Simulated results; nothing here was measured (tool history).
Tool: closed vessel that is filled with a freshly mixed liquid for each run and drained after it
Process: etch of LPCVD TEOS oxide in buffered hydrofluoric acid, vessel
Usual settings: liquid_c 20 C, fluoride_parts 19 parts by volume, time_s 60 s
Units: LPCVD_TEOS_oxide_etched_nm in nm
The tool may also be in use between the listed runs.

run	hour	liquid_c	fluoride_parts	time_s	wafers since the last listed run	hours since the thermometer was replaced	hours since the hydrofluoric acid flow meter was replaced	hours since the gauge calibration	read-back film thickness of the LPCVD TEOS oxide reference wafer, read on the same gauge (nm)	LPCVD_TEOS_oxide_etched_nm
1	0	20	19	60	0	2541.2	582.9	127.3	130.01	107.53
2	13.9	20	19	60	1593	2555.1	596.8	141.2	130.01	107.18
3	24.1	20	19	60	1169	2565.3	607	151.4	129.99	106.5
4	39.6	20	19	60	1776	2580.8	622.5	166.9	130.01	106.3
5	57.2	20	19	60	2017	2598.4	640.1	184.5	130.01	106.87
6	67.2	20	19	60	1146	2608.4	650.1	194.5	130.02	106.7
# hour 72.4: gauge calibrated
7	76.2	20	19	60	1031	2617.4	659.1	3.8	130	107.04
8	85.4	20	19	60	1054	2626.6	668.3	13	130.02	106.91
9	95.8	20	19	60	1192	2637	678.7	23.4	130	106.29
# hour 102.6: hydrofluoric acid flow meter replaced
10	103.1	20	19	60	722	2644.3	0.5	30.7	129.99	120.22
11	115.3	17	19	45	1398	2656.5	12.7	42.9	130	74.56
# hour 122.4: thermometer replaced
12	128.6	23	19	85	1409	6.2	26	56.2	129.98	198.26
13	134.7	22	13.5	95	699	12.3	32.1	62.3	130.01	289.26
14	142	18	22.5	80	836	19.6	39.4	69.6	129.99	122.35
15	148.5	20	19	60	745	26.1	45.9	76.1	130	117.21
16	186.6	17	15.5	80	4367	64.2	84	114.2	130.02	160.55
17	197.2	20	19	60	1214	74.8	94.6	124.8	129.99	114.14
18	214.7	20	19	45	2005	92.3	112.1	142.3	129.96	86.45
19	229.8	24	19	50	1730	107.4	127.2	157.4	130.02	118.88
20	236.3	23	23.5	30	745	113.9	133.7	163.9	130.01	58.15

3 ways to go on from here, each from the tool as it stands after run 20. What would each give?
A	237	20	19	60	80	114.6	134.4	164.6	?	?
B	237	17	15	60	80	114.6	134.4	164.6	?	?
C	237	23	16.5	40	80	114.6	134.4	164.6	?	?

run	read-back film thickness of the LPCVD TEOS oxide reference wafer, read on the same gauge (nm)	LPCVD_TEOS_oxide_etched_nm
A	130.02	116.11
B	130.02	123.7
C	130.02	105.12
Without the tool's hidden state the same runs would have given:
run	LPCVD_TEOS_oxide_etched_nm
A	119.94
B	127.76
C	108.57

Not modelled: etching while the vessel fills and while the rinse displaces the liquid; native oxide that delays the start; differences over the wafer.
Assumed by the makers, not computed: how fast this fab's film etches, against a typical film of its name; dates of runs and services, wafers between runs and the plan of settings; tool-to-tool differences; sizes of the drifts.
